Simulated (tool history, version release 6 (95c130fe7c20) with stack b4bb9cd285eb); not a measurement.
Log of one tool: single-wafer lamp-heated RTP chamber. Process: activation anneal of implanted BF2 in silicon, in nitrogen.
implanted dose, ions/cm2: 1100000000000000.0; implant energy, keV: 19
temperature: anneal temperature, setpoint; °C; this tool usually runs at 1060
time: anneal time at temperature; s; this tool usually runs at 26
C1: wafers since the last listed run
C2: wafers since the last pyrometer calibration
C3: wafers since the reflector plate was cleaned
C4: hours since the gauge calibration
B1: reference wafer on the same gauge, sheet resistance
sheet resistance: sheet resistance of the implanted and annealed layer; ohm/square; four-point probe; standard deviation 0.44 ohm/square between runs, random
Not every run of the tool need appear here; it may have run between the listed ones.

{"run": 1, "hour": 0.0, "temperature": 1060, "time": 26, "C1": 0, "C2": 1224, "C3": 11155, "C4": 43.8, "B1": 146.87, "sheet resistance": 130.57}
{"run": 2, "hour": 12.0, "temperature": 1060, "time": 26, "C1": 230, "C2": 1455, "C3": 11386, "C4": 55.8, "B1": 147.19, "sheet resistance": 130.21}
{"run": 3, "hour": 22.8, "temperature": 1060, "time": 26, "C1": 207, "C2": 1662, "C3": 11593, "C4": 66.6, "B1": 147.05, "sheet resistance": 130.48}
{"run": 4, "hour": 34.4, "temperature": 1060, "time": 38, "C1": 222, "C2": 1885, "C3": 11816, "C4": 78.2, "B1": 147.12, "sheet resistance": 124.57}
{"run": 5, "hour": 51.9, "temperature": 1060, "time": 38, "C1": 336, "C2": 2221, "C3": 12152, "C4": 95.7, "B1": 147.06, "sheet resistance": 123.23}
{"run": 6, "hour": 61.0, "temperature": 1060, "time": 26, "C1": 174, "C2": 2395, "C3": 12326, "C4": 104.8, "B1": 146.95, "sheet resistance": 130.4}
{"run": 7, "hour": 70.0, "temperature": 1078, "time": 31, "C1": 172, "C2": 2568, "C3": 12499, "C4": 113.8, "B1": 147.09, "sheet resistance": 116.69}
{"run": 8, "hour": 80.8, "temperature": 1067, "time": 26, "C1": 207, "C2": 2776, "C3": 12707, "C4": 124.6, "B1": 147.1, "sheet resistance": 125.52}
{"run": 9, "hour": 105.5, "temperature": 1067, "time": 26, "C1": 474, "C2": 3250, "C3": 13181, "C4": 149.3, "B1": 146.94, "sheet resistance": 125.33}
{"run": 10, "hour": 114.9, "temperature": 1051, "time": 17, "C1": 180, "C2": 3430, "C3": 13361, "C4": 158.7, "B1": 146.99, "sheet resistance": 143.13}
{"hour": 132.5, "done": "gauge calibrated"}
{"hour": 139.0, "done": "reflector plate cleaned"}
{"run": 11, "hour": 140.8, "temperature": 1087, "time": 39, "C1": 343, "C2": 3774, "C3": 35, "C4": 8.3, "B1": 146.91, "sheet resistance": 110.66}
{"run": 12, "hour": 149.8, "temperature": 1060, "time": 10, "C1": 172, "C2": 3947, "C3": 207, "C4": 17.3, "B1": 146.99, "sheet resistance": 147.65}
{"hour": 161.6, "done": "pyrometer window cleaned and pyrometer calibrated"}
{"run": 13, "hour": 162.1, "temperature": 1060, "time": 26, "C1": 82, "C2": 9, "C3": 290, "C4": 29.6, "B1": 147.19, "sheet resistance": 130.2}
{"run": 14, "hour": 174.2, "temperature": 1052, "time": 26, "C1": 232, "C2": 241, "C3": 522, "C4": 41.7, "B1": 147.23, "sheet resistance": 135.47}
{"run": 15, "hour": 190.0, "temperature": 1060, "time": 26, "C1": 303, "C2": 544, "C3": 826, "C4": 57.5, "B1": 146.96, "sheet resistance": 129.49}
{"run": 16, "hour": 203.1, "temperature": 1035, "time": 42, "C1": 251, "C2": 796, "C3": 1077, "C4": 70.6, "B1": 147.12, "sheet resistance": 137.34}
{"run": 17, "hour": 209.8, "temperature": 1037, "time": 18, "C1": 128, "C2": 924, "C3": 1206, "C4": 77.3, "B1": 147.13, "sheet resistance": 152.17}
{"run": 18, "hour": 222.5, "temperature": 1060, "time": 26, "C1": 243, "C2": 1168, "C3": 1450, "C4": 90.0, "B1": 147.04, "sheet resistance": 131.03}

What was the tool's hidden state at every run in the log?
true wafer temperature minus pyrometer reading, K: 0 on each run
wafer temperature error from the tarnished reflector plate, K: 0 on each run
gauge reads high (%): 0 on each run
